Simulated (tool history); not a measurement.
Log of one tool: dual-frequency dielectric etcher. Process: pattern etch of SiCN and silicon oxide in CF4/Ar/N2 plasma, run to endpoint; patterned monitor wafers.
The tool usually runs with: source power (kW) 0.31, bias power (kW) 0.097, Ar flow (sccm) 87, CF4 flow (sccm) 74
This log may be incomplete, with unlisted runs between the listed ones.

| run | hour | source power (kW) | bias power (kW) | Ar flow (sccm) | CF4 flow (sccm) | wafers since the last listed run | hours since the last wet clean | hours since the last source power generator calibration | hours since the last bias power generator calibration | hours since the last Ar flow controller change | hours since the last CF4 flow controller change | hours since the last upper electrode change | incoming incoming film thickness, nm | endpoint time (s) |
|---|---|---|---|---|---|---|---|---|---|---|---|---|---|---|
| 1 | 0 | 0.31 | 0.097 | 78 | 79 | 0 | 102.3 | 3294.6 | 2485.1 | 4254 | 3491.2 | 2900.6 | 17.51 | 23.6 |
| 2 | 29.4 | 0.31 | 0.097 | 78 | 79 | 351 | 131.7 | 3324 | 2514.5 | 4283.4 | 3520.6 | 2930 | 17.61 | 23.7 |
| 3 | 54 | 0.31 | 0.097 | 78 | 79 | 293 | 156.3 | 3348.6 | 2539.1 | 4308 | 3545.2 | 2954.6 | 17.5 | 24 |
| 4 | 87.1 | 0.31 | 0.097 | 87 | 74 | 395 | 189.4 | 3381.7 | 2572.2 | 4341.1 | 3578.3 | 2987.7 | 17.66 | 24.1 |
| 5 | 105.8 | 0.31 | 0.097 | 87 | 74 | 223 | 208.1 | 3400.4 | 2590.9 | 4359.8 | 3597 | 3006.4 | 17.62 | 24.1 |
| 6 | 138.5 | 0.31 | 0.114 | 87 | 74 | 390 | 240.8 | 3433.1 | 2623.6 | 4392.5 | 3629.7 | 3039.1 | 17.67 | 23.1 |
|  | 168.9 | Ar flow controller replaced |
| 7 | 169.4 | 0.31 | 0.097 | 87 | 74 | 297 | 271.7 | 3464 | 2654.5 | 0.5 | 3660.6 | 3070 | 17.71 | 24.7 |
|  | 185.3 | source power generator calibrated |
| 8 | 191.1 | 0.31 | 0.097 | 87 | 74 | 211 | 293.4 | 5.8 | 2676.2 | 22.2 | 3682.3 | 3091.7 | 17.64 | 24.5 |

What does the tool deliver on the next run?
|  | 227.1 | upper electrode replaced |
| 9 | 227.6 | 0.36 | 0.097 | 96 | 74 | 149 | 329.9 | 42.3 | 2712.7 | 58.7 | 3718.8 | 0.5 | 17.89 | ? |

Run 9 gave endpoint time (s) 22.4.
Were there no unlogged condition in the tool, this run, its random variation unchanged, would have produced endpoint time (s) 21.4.

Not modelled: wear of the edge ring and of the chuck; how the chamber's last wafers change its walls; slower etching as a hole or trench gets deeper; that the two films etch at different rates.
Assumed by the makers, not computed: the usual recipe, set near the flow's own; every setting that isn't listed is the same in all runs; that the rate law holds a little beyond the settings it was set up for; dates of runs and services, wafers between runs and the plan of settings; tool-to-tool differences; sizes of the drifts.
